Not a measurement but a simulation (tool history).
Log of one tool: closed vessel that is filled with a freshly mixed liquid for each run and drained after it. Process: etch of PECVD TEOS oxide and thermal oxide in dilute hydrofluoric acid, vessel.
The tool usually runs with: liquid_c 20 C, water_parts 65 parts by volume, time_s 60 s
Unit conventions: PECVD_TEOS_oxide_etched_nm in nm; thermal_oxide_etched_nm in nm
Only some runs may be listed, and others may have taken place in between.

run	hour	liquid_c	water_parts	time_s	wafers since the last listed run	hours since the thermometer was replaced	hours since the hydrofluoric acid flow meter was replaced	hours since the gauge calibration	read-back film thickness of the PECVD TEOS oxide reference wafer, read on the same gauge (nm)	read-back film thickness of the thermal oxide reference wafer, read on the same gauge (nm)	PECVD_TEOS_oxide_etched_nm	thermal_oxide_etched_nm
1	0	17	65	45	0	1759.7	1492.7	22.7	140	90.006	9.99	2.133
2	9	20	65	60	1307	1768.7	1501.7	31.7	140.01	89.993	15.03	3.193
# hour 24.6: thermometer replaced
3	25.1	20	65	60	2192	0.5	1517.8	47.8	140.01	90.045	16.86	3.448
4	41.6	20	65	60	2396	17	1534.3	64.3	139.98	90.014	16.6	3.499
5	58.2	20	65	60	2410	33.6	1550.9	80.9	139.97	90.024	16.62	3.497
6	75.5	20	65	60	2512	50.9	1568.2	98.2	140.02	89.968	16.58	3.47
7	90.4	25	75	40	2163	65.8	1583.1	113.1	140	89.989	11.63	2.408
8	101	17	65	60	1539	76.4	1593.7	123.7	139.95	89.987	14.56	3.06
# hour 108.3: hydrofluoric acid flow meter replaced
9	116.5	17	35	35	2105	91.9	8.2	139.2	140.01	90.018	18.4	3.787
10	129.5	23	65	95	1887	104.9	21.2	152.2	140.01	90.022	33.39	6.923
11	142	20	65	60	1815	117.4	33.7	164.7	139.98	89.987	18.74	3.848
12	157.8	17	50	45	2294	133.2	49.5	180.5	139.97	90.035	16.14	3.385
13	165.2	23.5	55	30	1074	140.6	56.9	187.9	140.01	89.988	12.71	2.664
14	196.2	20	65	60	4502	171.6	87.9	218.9	140	90.05	18.42	3.885
15	207.2	17	85	60	1597	182.6	98.9	229.9	140	90.028	12.02	2.517
16	215.6	24	80	30	1219	191	107.3	238.3	140.05	89.95	8.61	1.813
17	227.5	22.5	45	35	1728	202.9	119.2	250.2	140	90.006	17.61	3.661
18	243.6	20	55	60	2338	219	135.3	266.3	140.02	89.994	21.8	4.559
19	260.4	20	45	60	2439	235.8	152.1	283.1	139.99	90.014	26.67	5.653
20	278.1	25	80	90	2570	253.5	169.8	300.8	139.99	89.981	26.89	5.499
21	290.1	20	85	30	1742	265.5	181.8	312.8	140.01	90.011	6.74	1.409
22	300.5	22	75	85	1510	275.9	192.2	323.2	140.02	89.999	23.84	5.03
23	311.3	22.5	55	40	1568	286.7	203	334	140	89.984	15.95	3.361
24	338.7	20	65	60	3979	314.1	230.4	361.4	140	89.983	18.18	3.751
25	354.8	17.5	75	60	2338	330.2	246.5	377.5	140.04	90.005	13.71	2.925
26	369.8	18	50	75	2178	345.2	261.5	392.5	140.05	90.031	27.14	5.699

The next listed run, before its measurement:
27	380.8	18	65	60	1597	356.2	272.5	403.5	?	?	?	?

Run 27 came out at read-back film thickness of the PECVD TEOS oxide reference wafer, read on the same gauge (nm) 140, read-back film thickness of the thermal oxide reference wafer, read on the same gauge (nm) 89.989, PECVD_TEOS_oxide_etched_nm 16.18 nm, thermal_oxide_etched_nm 3.448 nm.
With no hidden state in the tool, this same run would have given PECVD_TEOS_oxide_etched_nm 17.19 nm, thermal_oxide_etched_nm 3.664 nm.

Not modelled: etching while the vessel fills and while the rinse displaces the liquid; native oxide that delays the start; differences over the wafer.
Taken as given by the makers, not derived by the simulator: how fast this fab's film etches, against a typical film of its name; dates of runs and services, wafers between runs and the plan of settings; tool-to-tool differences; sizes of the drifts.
